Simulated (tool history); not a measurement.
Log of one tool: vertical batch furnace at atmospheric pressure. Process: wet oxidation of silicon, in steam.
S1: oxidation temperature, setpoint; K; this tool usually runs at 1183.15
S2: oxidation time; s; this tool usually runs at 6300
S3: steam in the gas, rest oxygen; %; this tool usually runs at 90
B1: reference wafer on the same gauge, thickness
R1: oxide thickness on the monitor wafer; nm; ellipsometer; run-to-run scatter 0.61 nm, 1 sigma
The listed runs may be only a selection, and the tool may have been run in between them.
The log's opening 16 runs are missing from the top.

run      day       S1    S2  S3      B1      R1
 17   56.725  1183.15  6300  90  264.77  274.61
        58.3  -- steam generator serviced
 18   60.304  1172.15  6300  97  265.07  260.85
 19   63.404  1183.15  4320  82  265.01     192
 20   67.483  1183.15  6300  94  265.01  286.53
      68.658  -- thermocouples replaced and temperature profile calibrated
 21   71.675  1183.15  6300  90  265.02   272.4
 22   75.912  1183.15  6300  90  264.98  273.15
 23   79.633  1163.15  4230  90  265.05  157.46
 24   83.988  1167.15  5310  97  265.21  210.03
 25   87.533  1183.15  6300  80   264.8  249.76
 26   91.758  1183.15  3270  97  264.89  173.67
 27   93.525  1183.15  6300  90  264.82  274.06
 28   96.442  1164.15  8850  97  265.12  304.46
 29  100.917  1162.15  6300  83  264.97  200.74
 30  103.617  1183.15  4800  90  264.78  222.26
 31  106.167  1183.15  7500  90  265.12  312.21
 32  110.242  1183.15  3450  80  264.96  156.33
 33  113.446  1183.15  6300  97   265.2  292.44
 34  116.333  1183.15  6300  90  265.27  274.26
 35  118.525  1183.15  6300  90     265  274.76

Branching from run 35: 3 alternative next runs. What would each branch give?
  A  118.725  1183.15  6300  90   ?   ?
  B  118.725  1194.15  6300  97   ?   ?
  C  118.725  1183.15  5370  90   ?   ?

run      B1      R1
  A  264.89  276.27
  B  264.89  325.23
  C  264.89     244
With the hidden condition removed and each run's random variation left untouched, the same runs would have given:
run      R1
  A  272.77
  B  321.77
  C  240.82
